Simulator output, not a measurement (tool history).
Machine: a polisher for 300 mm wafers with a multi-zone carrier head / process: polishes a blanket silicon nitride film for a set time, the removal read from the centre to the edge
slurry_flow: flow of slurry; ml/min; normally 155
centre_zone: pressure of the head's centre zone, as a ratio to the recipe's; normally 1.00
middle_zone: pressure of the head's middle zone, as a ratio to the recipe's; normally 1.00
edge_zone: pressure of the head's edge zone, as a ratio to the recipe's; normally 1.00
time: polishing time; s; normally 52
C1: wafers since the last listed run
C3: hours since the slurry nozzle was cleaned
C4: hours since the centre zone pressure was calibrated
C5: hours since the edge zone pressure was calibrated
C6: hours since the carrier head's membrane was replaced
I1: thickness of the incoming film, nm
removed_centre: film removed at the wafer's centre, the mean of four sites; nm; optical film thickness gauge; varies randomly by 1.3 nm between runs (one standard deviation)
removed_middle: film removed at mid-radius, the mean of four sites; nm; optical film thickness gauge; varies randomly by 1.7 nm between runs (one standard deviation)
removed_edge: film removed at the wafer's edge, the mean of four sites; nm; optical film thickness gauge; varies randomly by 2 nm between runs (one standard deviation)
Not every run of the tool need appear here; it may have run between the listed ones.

Run 1, day 0.000: usual settings but slurry_flow 180 ml/min; C1 0; wafers polished on this pad 2804; C3 312.2; C4 59.0; C5 18.0; C6 723.1; I1 694.7. Result: removed_centre 137.4 nm, removed_middle 136.7 nm, removed_edge 136.2 nm.
At day 1.425: worn pad replaced by a new one.
Run 2, day 1.446: usual settings; C1 418; wafers polished on this pad 7; C3 346.9; C4 93.7; C5 52.7; C6 757.8; I1 696.5. Result: removed_centre 143.1 nm, removed_middle 145.8 nm, removed_edge 142.0 nm.
Run 3, day 2.467: usual settings but centre_zone 0.95, middle_zone 1.05; C1 334; wafers polished on this pad 341; C3 371.4; C4 118.2; C5 77.2; C6 782.3; I1 699.6. Result: removed_centre 136.7 nm, removed_middle 150.7 nm, removed_edge 145.2 nm.
At day 2.862: carrier head's membrane replaced by a new one.
Run 4, day 3.633: usual settings but slurry_flow 105 ml/min, centre_zone 1.04, middle_zone 0.89, edge_zone 1.04; C1 313; wafers polished on this pad 655; C3 399.4; C4 146.2; C5 105.2; C6 18.5; I1 710.1. Result: removed_centre 140.7 nm, removed_middle 127.1 nm, removed_edge 142.1 nm.
At day 3.992: slurry nozzle cleaned.
Run 5, day 5.071: usual settings but slurry_flow 115 ml/min, time 66 s; C1 456; wafers polished on this pad 1112; C3 25.9; C4 180.7; C5 139.7; C6 53.0; I1 702.1. Result: removed_centre 175.4 nm, removed_middle 171.8 nm, removed_edge 175.5 nm.
Run 6, day 6.562: usual settings but centre_zone 1.05, middle_zone 0.93, time 59 s; C1 488; wafers polished on this pad 1600; C3 61.7; C4 216.5; C5 175.5; C6 88.8; I1 695.9. Result: removed_centre 165.8 nm, removed_middle 150.8 nm, removed_edge 158.3 nm.
Run 7, day 7.846: usual settings but slurry_flow 190 ml/min, centre_zone 0.93, middle_zone 0.91, time 44 s; C1 420; wafers polished on this pad 2020; C3 92.5; C4 247.3; C5 206.3; C6 119.6; I1 698.1. Result: removed_centre 110.7 nm, removed_middle 111.2 nm, removed_edge 120.1 nm.
Run 8, day 9.021: usual settings but slurry_flow 180 ml/min, centre_zone 1.04, time 70 s; C1 384; wafers polished on this pad 2405; C3 120.7; C4 275.5; C5 234.5; C6 147.8; I1 695.8. Result: removed_centre 194.4 nm, removed_middle 187.4 nm, removed_edge 189.2 nm.
Run 9, day 10.171: usual settings but slurry_flow 110 ml/min, middle_zone 1.10, edge_zone 1.12; C1 376; wafers polished on this pad 2781; C3 148.3; C4 303.1; C5 262.1; C6 175.4; I1 695.7. Result: removed_centre 128.2 nm, removed_middle 141.3 nm, removed_edge 141.0 nm.
Run 10, day 11.238: usual settings; C1 349; wafers polished on this pad 3130; C3 173.9; C4 328.7; C5 287.7; C6 201.0; I1 705.4. Result: removed_centre 133.3 nm, removed_middle 129.6 nm, removed_edge 133.4 nm.
Run 11, day 12.279: usual settings; C1 340; wafers polished on this pad 3471; C3 198.9; C4 353.7; C5 312.7; C6 226.0; I1 703.3. Result: removed_centre 130.9 nm, removed_middle 127.2 nm, removed_edge 132.8 nm.
At day 12.975: worn pad replaced by a new one.
Run 12, day 12.996: usual settings but slurry_flow 110 ml/min, middle_zone 1.12; C1 180; wafers polished on this pad 6; C3 216.1; C4 370.9; C5 329.9; C6 243.2; I1 687.0. Result: removed_centre 139.6 nm, removed_middle 153.4 nm, removed_edge 140.6 nm.
Run 13, day 14.167: usual settings but middle_zone 0.88; C1 383; wafers polished on this pad 389; C3 244.2; C4 399.0; C5 358.0; C6 271.3; I1 702.2. Result: removed_centre 146.4 nm, removed_middle 131.7 nm, removed_edge 146.3 nm.
Run 14, day 15.350: usual settings but slurry_flow 120 ml/min, centre_zone 0.93, time 69 s; C1 387; wafers polished on this pad 776; C3 272.6; C4 427.4; C5 386.4; C6 299.7; I1 698.4. Result: removed_centre 173.7 nm, removed_middle 189.0 nm, removed_edge 188.5 nm.
Run 15, day 17.725: usual settings but slurry_flow 105 ml/min; C1 777; wafers polished on this pad 1554; C3 329.6; C4 484.4; C5 443.4; C6 356.7; I1 686.2. Result: removed_centre 136.7 nm, removed_middle 136.0 nm, removed_edge 139.7 nm.
Run 16, day 18.800: usual settings but slurry_flow 190 ml/min; C1 351; wafers polished on this pad 1906; C3 355.4; C4 510.2; C5 469.2; C6 382.5; I1 694.5. Result: removed_centre 145.8 nm, removed_middle 143.7 nm, removed_edge 141.5 nm.
Run 17, day 19.838: usual settings; C1 339; wafers polished on this pad 2245; C3 380.3; C4 535.1; C5 494.1; C6 407.4; I1 690.9. Result: removed_centre 137.8 nm, removed_middle 137.3 nm, removed_edge 135.4 nm.
Run 18, day 21.308: usual settings but time 41 s; C1 481; wafers polished on this pad 2727; C3 415.6; C4 570.4; C5 529.4; C6 442.7; I1 703.9. Result: removed_centre 108.1 nm, removed_middle 108.5 nm, removed_edge 107.4 nm.
At day 21.950: worn pad replaced by a new one.
At day 22.167: slurry nozzle cleaned.
At day 22.350: edge zone pressure recalibrated.
Run 19, day 22.750: usual settings but time 37 s; C1 376; wafers polished on this pad 220; C3 14.0; C4 605.0; C5 9.6; C6 477.3; I1 703.7. Result: removed_centre 103.8 nm, removed_middle 104.4 nm, removed_edge 101.6 nm.
Run 20, day 24.008: usual settings but slurry_flow 120 ml/min, centre_zone 1.05, middle_zone 0.93, edge_zone 1.06; C1 411; wafers polished on this pad 632; C3 44.2; C4 635.2; C5 39.8; C6 507.5; I1 691.3. Result: removed_centre 146.6 nm, removed_middle 134.4 nm, removed_edge 146.0 nm.
Run 21, day 24.971: usual settings but time 39 s; C1 315; wafers polished on this pad 947; C3 67.3; C4 658.3; C5 62.9; C6 530.6; I1 712.6. Result: removed_centre 107.2 nm, removed_middle 110.4 nm, removed_edge 109.3 nm.

5 ways to go on from here, each from the tool as it stands after run 21. What would each give?
Run A, day 24.988: usual settings but edge_zone 0.94; C1 5; wafers polished on this pad 953; C3 67.7; C4 658.7; C5 63.3; C6 531.0; I1 710.2. Result: removed_centre ?, removed_middle ?, removed_edge ?.
Run B, day 24.988: usual settings but slurry_flow 130 ml/min, edge_zone 1.10; C1 5; wafers polished on this pad 953; C3 67.7; C4 658.7; C5 63.3; C6 531.0; I1 710.2. Result: removed_centre ?, removed_middle ?, removed_edge ?.
Run C, day 24.988: usual settings but edge_zone 0.89; C1 5; wafers polished on this pad 953; C3 67.7; C4 658.7; C5 63.3; C6 531.0; I1 710.2. Result: removed_centre ?, removed_middle ?, removed_edge ?.
Run D, day 24.988: usual settings but centre_zone 0.92; C1 5; wafers polished on this pad 953; C3 67.7; C4 658.7; C5 63.3; C6 531.0; I1 710.2. Result: removed_centre ?, removed_middle ?, removed_edge ?.
Run E, day 24.988: usual settings but centre_zone 1.06, middle_zone 1.11, edge_zone 0.95, time 62 s; C1 5; wafers polished on this pad 953; C3 67.7; C4 658.7; C5 63.3; C6 531.0; I1 710.2. Result: removed_centre ?, removed_middle ?, removed_edge ?.

run  removed_centre  removed_middle  removed_edge
  A           145.4           139.8         140.8
  B           142.2           137.1         149.8
  C           145.4           139.9         137.2
  D           133.7           139.9         145.0
  E           184.0           182.0         168.4
What these runs would have given with no unlogged condition in the tool:
run  removed_centre  removed_middle  removed_edge
  A           146.8           141.2         142.1
  B           143.6           138.5         151.3
  C           146.8           141.2         138.6
  D           135.0           141.3         146.4
  E           185.8           183.8         170.1

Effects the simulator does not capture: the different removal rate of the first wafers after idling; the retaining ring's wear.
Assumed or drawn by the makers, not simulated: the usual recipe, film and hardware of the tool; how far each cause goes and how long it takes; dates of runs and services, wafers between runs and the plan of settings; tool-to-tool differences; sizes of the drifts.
